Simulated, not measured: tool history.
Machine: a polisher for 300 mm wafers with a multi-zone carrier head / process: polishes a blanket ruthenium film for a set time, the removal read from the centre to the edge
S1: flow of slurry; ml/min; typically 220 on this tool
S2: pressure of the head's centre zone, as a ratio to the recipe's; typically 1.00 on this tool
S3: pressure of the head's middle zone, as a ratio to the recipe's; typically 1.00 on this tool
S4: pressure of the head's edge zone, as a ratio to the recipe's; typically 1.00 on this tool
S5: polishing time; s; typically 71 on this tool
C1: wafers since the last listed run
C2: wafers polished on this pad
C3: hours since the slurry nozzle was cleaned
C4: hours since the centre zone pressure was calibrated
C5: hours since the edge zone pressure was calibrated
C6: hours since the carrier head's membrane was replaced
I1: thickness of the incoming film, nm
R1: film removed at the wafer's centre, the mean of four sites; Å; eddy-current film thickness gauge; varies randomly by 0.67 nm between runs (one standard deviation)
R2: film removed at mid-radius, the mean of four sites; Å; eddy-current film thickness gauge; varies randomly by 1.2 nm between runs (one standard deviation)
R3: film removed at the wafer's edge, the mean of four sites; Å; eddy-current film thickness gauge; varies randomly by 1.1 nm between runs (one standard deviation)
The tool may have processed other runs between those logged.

run,day,S1,S2,S3,S4,S5,C1,C2,C3,C4,C5,C6,I1,R1,R2,R3
1,0.000,220,1.00,1.00,1.00,71,0,1242,343.6,692.9,587.8,699.1,249.3,1003,999,1000
# day 2.462: worn pad replaced by a new one
2,2.721,220,1.06,1.00,1.00,71,349,35,408.9,758.2,653.1,764.4,252.6,1070,1021,1014
3,4.904,220,1.06,1.00,1.00,71,298,334,461.3,810.6,705.5,816.8,250.4,1094,995,991
4,7.108,220,1.00,1.00,1.00,80,301,635,514.2,863.5,758.4,869.7,246.1,1149,1138,1124
5,10.008,220,1.00,1.00,1.00,80,396,1032,583.8,933.1,828.0,939.3,253.8,1157,1117,1124
# day 12.612: edge zone pressure recalibrated
# day 13.288: slurry nozzle cleaned
# day 13.862: worn pad replaced by a new one
6,15.521,220,1.00,1.00,1.00,80,714,226,53.6,1065.4,69.8,1071.6,251.7,1170,1119,1108
# day 15.933: carrier head's membrane replaced by a new one
7,17.254,220,1.00,1.00,1.00,71,208,435,95.2,1107.0,111.4,31.7,250.3,1039,1020,984
8,19.142,220,1.00,1.00,1.00,71,258,693,140.5,1152.3,156.7,77.0,245.9,1047,1005,998
# day 19.879: centre zone pressure recalibrated
9,21.017,170,1.00,1.00,1.00,71,245,938,185.5,27.3,201.7,122.0,247.0,939,992,966
# day 23.250: worn pad replaced by a new one
10,23.767,220,1.00,1.00,1.08,71,353,70,251.5,93.3,267.7,188.0,247.8,986,991,1027
11,24.821,220,0.94,0.97,1.00,60,144,214,276.8,118.6,293.0,213.3,248.1,781,827,844
12,27.038,220,0.94,1.05,1.00,91,303,518,330.0,171.8,346.2,266.5,248.5,1185,1324,1274
13,28.862,165,1.04,1.00,1.05,71,249,767,373.8,215.6,390.0,310.3,245.9,979,969,993
14,31.367,155,1.05,0.97,0.94,71,342,1110,433.9,275.7,450.1,370.4,251.3,975,947,926
# day 32.900: worn pad replaced by a new one
15,33.879,200,1.00,1.06,1.00,71,320,133,494.2,336.0,510.4,430.7,249.8,978,1023,993
16,36.246,220,1.00,1.00,1.00,71,323,457,551.0,392.8,567.2,487.5,249.3,984,1017,984
17,39.038,200,1.00,0.96,1.00,71,381,839,618.0,459.8,634.2,554.5,244.7,987,957,973
18,40.175,220,1.00,1.00,1.00,71,155,995,645.3,487.1,661.5,581.8,252.3,997,993,998
19,41.446,190,1.07,0.89,1.00,71,173,1169,675.8,517.6,692.0,612.3,249.8,1039,895,994
20,42.450,180,1.00,0.91,0.88,89,137,1306,699.9,541.7,716.1,636.4,252.3,1201,1116,1144
# day 43.650: worn pad replaced by a new one
21,45.342,220,1.00,1.00,1.00,71,372,231,769.3,611.1,785.5,705.8,250.2,999,1010,992

Predict each of these 5 candidate next runs independently; none follows another, all start after run 21:
A,45.358,220,1.00,1.00,1.00,71,2,233,769.7,611.5,785.9,706.2,246.8,?,?,?
B,45.358,265,0.96,1.00,1.00,92,2,233,769.7,611.5,785.9,706.2,246.8,?,?,?
C,45.358,240,0.92,1.05,1.00,47,2,233,769.7,611.5,785.9,706.2,246.8,?,?,?
D,45.358,155,1.00,1.00,1.00,71,2,233,769.7,611.5,785.9,706.2,246.8,?,?,?
E,45.358,190,1.00,1.00,0.97,71,2,233,769.7,611.5,785.9,706.2,246.8,?,?,?

run,R1,R2,R3
A,995,1001,1004
B,1268,1326,1323
C,613,694,670
D,938,950,966
E,973,981,975
With no hidden state in the tool, these same runs would have given:
run,R1,R2,R3
A,991,1001,1004
B,1263,1326,1323
C,611,694,670
D,934,950,966
E,969,981,975
